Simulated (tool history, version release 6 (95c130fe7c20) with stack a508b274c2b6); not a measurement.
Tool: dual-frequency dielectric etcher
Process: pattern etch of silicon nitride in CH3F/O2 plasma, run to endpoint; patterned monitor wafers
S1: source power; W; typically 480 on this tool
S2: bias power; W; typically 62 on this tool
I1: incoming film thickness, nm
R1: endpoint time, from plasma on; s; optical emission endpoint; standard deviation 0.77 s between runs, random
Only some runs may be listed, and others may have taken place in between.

run	hour	S1	S2	I1	R1
1	0	430	62	101.1	121.8
2	16.8	430	62	100.6	119.7
3	64.7	430	62	100.9	120.5
# hour 109: source power generator calibrated
# hour 124.3: upper electrode replaced
4	124.8	480	70	101.3	113.5
5	125.2	480	57	101.2	118.3
6	135.4	480	57	99.5	117.2
7	146.9	480	57	100.9	118.4
8	153.7	480	62	101.4	116.7
9	178.5	480	62	100.6	115
# hour 193: bias power generator calibrated
# hour 207: wet clean of the chamber
10	207.5	400	62	101.4	124.3
11	207.9	530	71	101.7	109.5
12	214.9	480	68	100.7	111.7
13	265	420	46	101.2	127.7
14	283.2	480	72	100	110.1
15	296.3	380	77	100.8	121.7
16	305.6	480	62	100.6	114.9
17	318.5	370	58	101.3	127.9
18	328.9	480	56	101.8	118.6
19	334.9	480	62	102.1	117.4
20	342	420	62	101.2	121.7
21	357.7	480	68	99.7	112.4

State the hidden condition of the tool at each of the runs:
etch rate over this chamber's usual, %: 0 on each run
source power that arrives over what is set, %: 0 on each run
bias power that arrives over what is set, %: 0 on each run

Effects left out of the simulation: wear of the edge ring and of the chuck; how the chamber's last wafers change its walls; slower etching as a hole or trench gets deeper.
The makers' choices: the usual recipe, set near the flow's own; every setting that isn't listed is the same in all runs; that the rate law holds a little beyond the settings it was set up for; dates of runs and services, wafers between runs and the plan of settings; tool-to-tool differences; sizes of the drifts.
